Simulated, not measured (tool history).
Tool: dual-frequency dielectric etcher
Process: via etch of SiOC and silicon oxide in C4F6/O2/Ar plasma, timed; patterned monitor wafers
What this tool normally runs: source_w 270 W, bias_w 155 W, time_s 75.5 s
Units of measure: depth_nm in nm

| run | hour | source_w | bias_w | time_s | wafers since the last listed run | hours since the last wet clean | hours since the last source power generator calibration | hours since the last bias power generator calibration | hours since the last upper electrode change | hours since the gauge calibration | read-back reference wafer on the same gauge, depth_nm | depth_nm |
|---|---|---|---|---|---|---|---|---|---|---|---|---|
| 1 | 0 | 270 | 155 | 75.5 | 0 | 237.6 | 1676.9 | 1702.1 | 4495.6 | 186.3 | 77.9 | 71 |
| 2 | 29.7 | 270 | 155 | 75.5 | 466 | 267.3 | 1706.6 | 1731.8 | 4525.3 | 216 | 78 | 71.2 |
| 3 | 59.2 | 270 | 155 | 75.5 | 463 | 296.8 | 1736.1 | 1761.3 | 4554.8 | 245.5 | 78.1 | 71.5 |
| 4 | 73.7 | 270 | 155 | 75.5 | 227 | 311.3 | 1750.6 | 1775.8 | 4569.3 | 260 | 78 | 70.8 |
| 5 | 96.3 | 270 | 155 | 75.5 | 355 | 333.9 | 1773.2 | 1798.4 | 4591.9 | 282.6 | 78.3 | 71.3 |
| 6 | 110.4 | 270 | 155 | 75.5 | 221 | 348 | 1787.3 | 1812.5 | 4606 | 296.7 | 78.2 | 71.4 |
| 7 | 137 | 300 | 155 | 75.5 | 418 | 374.6 | 1813.9 | 1839.1 | 4632.6 | 323.3 | 78.4 | 74.4 |
|  | 193.1 | upper electrode replaced |
| 8 | 221.4 | 300 | 155 | 75.5 | 949 | 459 | 1898.3 | 1923.5 | 28.3 | 407.7 | 79 | 74.3 |
| 9 | 237.7 | 270 | 155 | 75.5 | 256 | 475.3 | 1914.6 | 1939.8 | 44.6 | 424 | 78.8 | 71.9 |
|  | 253.8 | gauge calibrated |
| 10 | 273 | 270 | 155 | 75.5 | 554 | 510.6 | 1949.9 | 1975.1 | 79.9 | 19.2 | 77.7 | 71.1 |
|  | 318.4 | wet clean of the chamber |
| 11 | 318.9 | 270 | 155 | 75.5 | 344 | 0.5 | 1995.8 | 2021 | 125.8 | 65.1 | 77.8 | 71.2 |
| 12 | 333.3 | 270 | 155 | 75.5 | 226 | 14.9 | 2010.2 | 2035.4 | 140.2 | 79.5 | 77.7 | 70.7 |
| 13 | 353.1 | 270 | 155 | 53 | 311 | 34.7 | 2030 | 2055.2 | 160 | 99.3 | 77.7 | 49.9 |
| 14 | 371.3 | 270 | 139 | 75.5 | 286 | 52.9 | 2048.2 | 2073.4 | 178.2 | 117.5 | 77.8 | 68.1 |
| 15 | 398.7 | 270 | 155 | 75.5 | 430 | 80.3 | 2075.6 | 2100.8 | 205.6 | 144.9 | 77.8 | 71 |
| 16 | 424.8 | 220 | 187 | 63 | 410 | 106.4 | 2101.7 | 2126.9 | 231.7 | 171 | 77.9 | 58.4 |
| 17 | 458.3 | 220 | 155 | 75.5 | 526 | 139.9 | 2135.2 | 2160.4 | 265.2 | 204.5 | 78 | 65.7 |
|  | 484.9 | bias power generator calibrated |
| 18 | 485.4 | 230 | 193 | 75.5 | 363 | 167 | 2162.3 | 0.5 | 292.3 | 231.6 | 78 | 72.1 |
|  | 490.2 | source power generator calibrated |
| 19 | 510.4 | 320 | 155 | 75.5 | 330 | 192 | 20.2 | 25.5 | 317.3 | 256.6 | 78 | 76.6 |
| 20 | 542.7 | 270 | 155 | 75.5 | 507 | 224.3 | 52.5 | 57.8 | 349.6 | 288.9 | 78.2 | 71.2 |
| 21 | 566 | 270 | 155 | 75.5 | 366 | 247.6 | 75.8 | 81.1 | 372.9 | 312.2 | 78.4 | 71.2 |
| 22 | 595.4 | 270 | 191 | 69 | 462 | 277 | 105.2 | 110.5 | 402.3 | 341.6 | 78.5 | 70.6 |
| 23 | 624.6 | 270 | 155 | 75.5 | 458 | 306.2 | 134.4 | 139.7 | 431.5 | 370.8 | 78.5 | 71.7 |
| 24 | 648.2 | 270 | 155 | 75.5 | 370 | 329.8 | 158 | 163.3 | 455.1 | 394.4 | 78.8 | 72.2 |
| 25 | 683 | 300 | 155 | 75.5 | 546 | 364.6 | 192.8 | 198.1 | 489.9 | 429.2 | 79.1 | 74.7 |
|  | 689.4 | gauge calibrated |
| 26 | 704.4 | 270 | 191 | 69 | 336 | 386 | 214.2 | 219.5 | 511.3 | 15 | 77.6 | 69.2 |
| 27 | 718.6 | 300 | 194 | 59.5 | 223 | 400.2 | 228.4 | 233.7 | 525.5 | 29.2 | 77.7 | 63.2 |
| 28 | 736.2 | 200 | 155 | 75.5 | 276 | 417.8 | 246 | 251.3 | 543.1 | 46.8 | 77.8 | 62.9 |
| 29 | 764.6 | 320 | 136 | 63.5 | 446 | 446.2 | 274.4 | 279.7 | 571.5 | 75.2 | 77.5 | 61.1 |

Here are 5 independent what-if runs from the current tool condition. What would each one return?
| A | 765 | 270 | 170 | 75.5 | 6 | 446.6 | 274.8 | 280.1 | 571.9 | 75.6 | ? | ? |
| B | 765 | 330 | 155 | 90 | 6 | 446.6 | 274.8 | 280.1 | 571.9 | 75.6 | ? | ? |
| C | 765 | 230 | 120 | 83 | 6 | 446.6 | 274.8 | 280.1 | 571.9 | 75.6 | ? | ? |
| D | 765 | 290 | 155 | 87 | 6 | 446.6 | 274.8 | 280.1 | 571.9 | 75.6 | ? | ? |
| E | 765 | 310 | 194 | 75.5 | 6 | 446.6 | 274.8 | 280.1 | 571.9 | 75.6 | ? | ? |

| run | read-back reference wafer on the same gauge, depth_nm | depth_nm |
|---|---|---|
| A | 77.6 | 73.3 |
| B | 77.6 | 91.5 |
| C | 77.6 | 67.4 |
| D | 77.6 | 84.1 |
| E | 77.6 | 80.8 |
Without the tool's unlogged condition, the same runs would have read:
| run | depth_nm |
|---|---|
| A | 73.2 |
| B | 91.5 |
| C | 67.4 |
| D | 84.1 |
| E | 80.8 |
